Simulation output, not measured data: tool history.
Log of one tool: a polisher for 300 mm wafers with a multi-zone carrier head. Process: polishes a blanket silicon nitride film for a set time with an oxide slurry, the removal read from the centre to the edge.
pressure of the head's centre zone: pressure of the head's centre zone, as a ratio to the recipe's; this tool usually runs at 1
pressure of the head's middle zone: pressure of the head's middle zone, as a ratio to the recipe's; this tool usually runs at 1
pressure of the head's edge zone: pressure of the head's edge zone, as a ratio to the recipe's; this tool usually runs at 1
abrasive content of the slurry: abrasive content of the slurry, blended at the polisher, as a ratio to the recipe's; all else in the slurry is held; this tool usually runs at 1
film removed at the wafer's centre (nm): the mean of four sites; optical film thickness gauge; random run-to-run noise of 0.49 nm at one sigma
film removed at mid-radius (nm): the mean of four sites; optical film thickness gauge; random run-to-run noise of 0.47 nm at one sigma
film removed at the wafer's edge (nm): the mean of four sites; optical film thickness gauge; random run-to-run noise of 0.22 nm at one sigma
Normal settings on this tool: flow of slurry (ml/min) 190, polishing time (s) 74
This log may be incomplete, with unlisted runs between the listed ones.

run	hour	flow of slurry (ml/min)	pressure of the head's centre zone	pressure of the head's middle zone	pressure of the head's edge zone	abrasive content of the slurry	polishing time (s)	wafers since the last listed run	wafers polished on this pad	hours since the slurry nozzle was cleaned	hours since the centre zone pressure was calibrated	hours since the edge zone pressure was calibrated	hours since the carrier head's membrane was replaced	incoming thickness of the incoming film, nm	film removed at the wafer's centre (nm)	film removed at mid-radius (nm)	film removed at the wafer's edge (nm)
1	0	190	1	1	1	1.15	74	0	1232	326.3	448.6	70.8	693.2	492.5	40.9	39	39.8
2	49.4	190	1	1	1	1	74	414	1646	375.7	498	120.2	742.6	496.9	38.2	37.1	37.5
# hour 80.4: carrier head's membrane replaced by a new one
# hour 126.7: worn pad replaced by a new one
3	225	190	1	1	1	1	74	1398	825	551.3	673.6	295.8	144.6	485.9	37.9	36.7	37.4
4	256.9	190	1	1	1	1	74	267	1093	583.2	705.5	327.7	176.5	493.4	38.2	37.3	36.9
5	295.7	190	1	1	1	1	74	325	1418	622	744.3	366.5	215.3	496.3	38.6	36.3	37.3
# hour 331.6: edge zone pressure recalibrated
6	339	190	1	1	1	1	74	346	1765	665.3	787.6	7.4	258.6	486.1	37.6	36.9	36.9
# hour 349.9: worn pad replaced by a new one
7	459.8	190	1	1	1	1	74	980	922	786.1	908.4	128.2	379.4	485	38.3	37.7	37.2
8	487.2	190	1	1	1	1	74	230	1152	813.5	935.8	155.6	406.8	487.9	37.7	37	37.2
# hour 546.5: slurry nozzle cleaned
9	549.5	190	1	1	1	1	74	514	1666	3	998.1	217.9	469.1	490.1	38.4	37.1	37.3
# hour 587.8: centre zone pressure recalibrated
10	593.7	190	1	1	1	1.2	92	354	2021	47.2	5.9	262.1	513.3	494.8	51.3	49.6	50.1
# hour 607.8: worn pad replaced by a new one
11	658.8	210	1	0.93	1	1	74	512	428	112.3	71	327.2	578.4	493	38.5	35.6	37.7
12	726	210	1	0.93	1	1	74	564	992	179.5	138.2	394.4	645.6	480.5	38.2	35.2	37.9
# hour 780: edge zone pressure recalibrated
13	780.8	190	1	1	0.91	1	74	443	1435	234.3	193	0.8	700.4	497.2	37.7	37.2	35.3
14	821.5	190	1	1	1	1	74	341	1777	275	233.7	41.5	741.1	483.3	38.6	36.6	37.4
# hour 844.3: worn pad replaced by a new one
# hour 859.6: carrier head's membrane replaced by a new one
15	873.7	190	1	1.06	1	1	74	362	205	327.2	285.9	93.7	14.1	486	37.7	39	37.1
16	923.9	145	1	1	1	1	74	421	626	377.4	336.1	143.9	64.3	491.6	36.1	35	35.9
17	985.7	190	1	1	0.9	1	90	518	1145	439.2	397.9	205.7	126.1	495.3	46.1	46	43.6
18	1040.7	190	1	1	1	1	84	461	1606	494.2	452.9	260.7	181.1	482.1	43.1	42.4	41.7
19	1073.3	190	1	1	0.97	1	63	273	1880	526.8	485.5	293.3	213.7	493.4	32.5	31.1	31.4
# hour 1079.8: worn pad replaced by a new one
20	1100.8	170	0.92	1	0.95	0.85	74	197	176	554.3	513	320.8	241.2	495.1	31.9	34.1	33.6
21	1148.8	190	1	1.08	1	1.25	64	402	579	602.3	561	368.8	289.2	486	36.4	37.7	35.4

List, for all runs, the conditions of the tool that the log does not record:
removal rate lost through wear of the pad, %: 0 on each run
slurry flow missing at the pad, %: 0 on each run
deviation of the centre zone's pressure from its setpoint, %: 0 on each run
deviation of the edge zone's pressure from its setpoint, %: 0 on each run
